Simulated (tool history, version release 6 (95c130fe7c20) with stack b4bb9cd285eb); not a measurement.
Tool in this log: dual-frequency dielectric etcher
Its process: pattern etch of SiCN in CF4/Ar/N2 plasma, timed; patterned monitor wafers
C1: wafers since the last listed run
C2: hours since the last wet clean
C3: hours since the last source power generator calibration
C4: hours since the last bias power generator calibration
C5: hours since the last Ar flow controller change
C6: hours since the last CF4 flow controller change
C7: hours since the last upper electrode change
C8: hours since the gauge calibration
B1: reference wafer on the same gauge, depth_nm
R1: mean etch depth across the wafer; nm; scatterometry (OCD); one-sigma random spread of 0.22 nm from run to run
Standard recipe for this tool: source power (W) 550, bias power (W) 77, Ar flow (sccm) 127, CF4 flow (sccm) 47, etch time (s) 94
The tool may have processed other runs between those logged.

run 1 hour=0 | source_power_(W)=550 bias_power_(W)=77 Ar_flow_(sccm)=127 CF4_flow_(sccm)=47 etch_time_(s)=94 | C1=0 C2=422.3 C3=11.6 C4=3434.7 C5=2709.5 C6=5327.4 C7=2149.2 C8=1411.1 | B1=101.5 | R1=93.9
-- hour=13.2 Ar flow controller replaced
-- hour=16.1 bias power generator calibrated
-- hour=33.3 upper electrode replaced
-- hour=52.7 wet clean of the chamber
run 2 hour=53.2 | source_power_(W)=550 bias_power_(W)=77 Ar_flow_(sccm)=127 CF4_flow_(sccm)=47 etch_time_(s)=94 | C1=83 C2=0.5 C3=64.8 C4=37.1 C5=40 C6=5380.6 C7=19.9 C8=1464.3 | B1=101.5 | R1=94
run 3 hour=111.3 | source_power_(W)=550 bias_power_(W)=64 Ar_flow_(sccm)=127 CF4_flow_(sccm)=47 etch_time_(s)=94 | C1=631 C2=58.6 C3=122.9 C4=95.2 C5=98.1 C6=5438.7 C7=78 C8=1522.4 | B1=101.6 | R1=86.9
run 4 hour=170.1 | source_power_(W)=550 bias_power_(W)=64 Ar_flow_(sccm)=127 CF4_flow_(sccm)=47 etch_time_(s)=94 | C1=639 C2=117.4 C3=181.7 C4=154 C5=156.9 C6=5497.5 C7=136.8 C8=1581.2 | B1=101.5 | R1=87.3
run 5 hour=194.4 | source_power_(W)=600 bias_power_(W)=77 Ar_flow_(sccm)=127 CF4_flow_(sccm)=47 etch_time_(s)=108 | C1=264 C2=141.7 C3=206 C4=178.3 C5=181.2 C6=5521.8 C7=161.1 C8=1605.5 | B1=101.6 | R1=113.9
run 6 hour=249.1 | source_power_(W)=480 bias_power_(W)=61 Ar_flow_(sccm)=139 CF4_flow_(sccm)=47 etch_time_(s)=75.5 | C1=594 C2=196.4 C3=260.7 C4=233 C5=235.9 C6=5576.5 C7=215.8 C8=1660.2 | B1=101.6 | R1=62.3
run 7 hour=309.7 | source_power_(W)=550 bias_power_(W)=77 Ar_flow_(sccm)=127 CF4_flow_(sccm)=47 etch_time_(s)=94 | C1=658 C2=257 C3=321.3 C4=293.6 C5=296.5 C6=5637.1 C7=276.4 C8=1720.8 | B1=101.6 | R1=94.6
run 8 hour=357.1 | source_power_(W)=640 bias_power_(W)=77 Ar_flow_(sccm)=119 CF4_flow_(sccm)=47 etch_time_(s)=104.5 | C1=515 C2=304.4 C3=368.7 C4=341 C5=343.9 C6=5684.5 C7=323.8 C8=1768.2 | B1=101.5 | R1=116.9
-- hour=404.8 gauge calibrated
-- hour=429.9 wet clean of the chamber
run 9 hour=430.4 | source_power_(W)=550 bias_power_(W)=91 Ar_flow_(sccm)=141 CF4_flow_(sccm)=39 etch_time_(s)=94 | C1=535 C2=0.5 C3=442 C4=414.3 C5=417.2 C6=5757.8 C7=397.1 C8=25.6 | B1=101.6 | R1=96.7
-- hour=489.2 CF4 flow controller replaced
run 10 hour=489.7 | source_power_(W)=550 bias_power_(W)=77 Ar_flow_(sccm)=127 CF4_flow_(sccm)=47 etch_time_(s)=79 | C1=579 C2=59.8 C3=501.3 C4=473.6 C5=476.5 C6=0.5 C7=456.4 C8=84.9 | B1=101.5 | R1=79.3
run 11 hour=524.7 | source_power_(W)=550 bias_power_(W)=85 Ar_flow_(sccm)=127 CF4_flow_(sccm)=59 etch_time_(s)=113.5 | C1=380 C2=94.8 C3=536.3 C4=508.6 C5=511.5 C6=35.5 C7=491.4 C8=119.9 | B1=101.6 | R1=124.6
run 12 hour=583.2 | source_power_(W)=550 bias_power_(W)=94 Ar_flow_(sccm)=127 CF4_flow_(sccm)=47 etch_time_(s)=94 | C1=635 C2=153.3 C3=594.8 C4=567.1 C5=570 C6=94 C7=549.9 C8=178.4 | B1=101.6 | R1=103.5
run 13 hour=624 | source_power_(W)=550 bias_power_(W)=77 Ar_flow_(sccm)=127 CF4_flow_(sccm)=47 etch_time_(s)=94 | C1=443 C2=194.1 C3=635.6 C4=607.9 C5=610.8 C6=134.8 C7=590.7 C8=219.2 | B1=101.7 | R1=94.7
run 14 hour=690 | source_power_(W)=550 bias_power_(W)=77 Ar_flow_(sccm)=136 CF4_flow_(sccm)=47 etch_time_(s)=94 | C1=717 C2=260.1 C3=701.6 C4=673.9 C5=676.8 C6=200.8 C7=656.7 C8=285.2 | B1=101.5 | R1=93.5
run 15 hour=733.1 | source_power_(W)=440 bias_power_(W)=77 Ar_flow_(sccm)=99 CF4_flow_(sccm)=47 etch_time_(s)=94 | C1=468 C2=303.2 C3=744.7 C4=717 C5=719.9 C6=243.9 C7=699.8 C8=328.3 | B1=101.7 | R1=86.2
run 16 hour=782 | source_power_(W)=550 bias_power_(W)=77 Ar_flow_(sccm)=127 CF4_flow_(sccm)=47 etch_time_(s)=94 | C1=531 C2=352.1 C3=793.6 C4=765.9 C5=768.8 C6=292.8 C7=748.7 C8=377.2 | B1=101.6 | R1=95
run 17 hour=809.6 | source_power_(W)=550 bias_power_(W)=64 Ar_flow_(sccm)=127 CF4_flow_(sccm)=47 etch_time_(s)=94 | C1=300 C2=379.7 C3=821.2 C4=793.5 C5=796.4 C6=320.4 C7=776.3 C8=404.8 | B1=101.6 | R1=87.8
-- hour=888.5 wet clean of the chamber
run 18 hour=966 | source_power_(W)=550 bias_power_(W)=70 Ar_flow_(sccm)=127 CF4_flow_(sccm)=58 etch_time_(s)=94 | C1=1439 C2=77.5 C3=977.6 C4=949.9 C5=952.8 C6=476.8 C7=932.7 C8=561.2 | B1=101.5 | R1=95.5
run 19 hour=991.6 | source_power_(W)=550 bias_power_(W)=77 Ar_flow_(sccm)=127 CF4_flow_(sccm)=47 etch_time_(s)=94 | C1=278 C2=103.1 C3=1003.2 C4=975.5 C5=978.4 C6=502.4 C7=958.3 C8=586.8 | B1=101.6 | R1=95.3
run 20 hour=1040.9 | source_power_(W)=550 bias_power_(W)=77 Ar_flow_(sccm)=115 CF4_flow_(sccm)=47 etch_time_(s)=94 | C1=535 C2=152.4 C3=1052.5 C4=1024.8 C5=1027.7 C6=551.7 C7=1007.6 C8=636.1 | B1=101.6 | R1=96.7
run 21 hour=1085.7 | source_power_(W)=550 bias_power_(W)=77 Ar_flow_(sccm)=127 CF4_flow_(sccm)=47 etch_time_(s)=94 | C1=486 C2=197.2 C3=1097.3 C4=1069.6 C5=1072.5 C6=596.5 C7=1052.4 C8=680.9 | B1=101.6 | R1=95.6

4 ways to go on from here, each from the tool as it stands after run 21. What would each give?
run A hour=1086.1 | source_power_(W)=550 bias_power_(W)=77 Ar_flow_(sccm)=127 CF4_flow_(sccm)=47 etch_time_(s)=94 | C1=4 C2=197.6 C3=1097.7 C4=1070 C5=1072.9 C6=596.9 C7=1052.8 C8=681.3 | B1=? | R1=?
run B hour=1086.1 | source_power_(W)=550 bias_power_(W)=93 Ar_flow_(sccm)=135 CF4_flow_(sccm)=47 etch_time_(s)=94 | C1=4 C2=197.6 C3=1097.7 C4=1070 C5=1072.9 C6=596.9 C7=1052.8 C8=681.3 | B1=? | R1=?
run C hour=1086.1 | source_power_(W)=550 bias_power_(W)=77 Ar_flow_(sccm)=127 CF4_flow_(sccm)=52 etch_time_(s)=66.5 | C1=4 C2=197.6 C3=1097.7 C4=1070 C5=1072.9 C6=596.9 C7=1052.8 C8=681.3 | B1=? | R1=?
run D hour=1086.1 | source_power_(W)=480 bias_power_(W)=77 Ar_flow_(sccm)=127 CF4_flow_(sccm)=50 etch_time_(s)=94 | C1=4 C2=197.6 C3=1097.7 C4=1070 C5=1072.9 C6=596.9 C7=1052.8 C8=681.3 | B1=? | R1=?

run=A B1=101.5 R1=95.6
run=B B1=101.5 R1=102.8
run=C B1=101.5 R1=69.1
run=D B1=101.5 R1=89.3
With the hidden condition removed and each run's random variation left untouched, the same runs would have given:
run=A R1=94.4
run=B R1=101.5
run=C R1=68.2
run=D R1=88.2
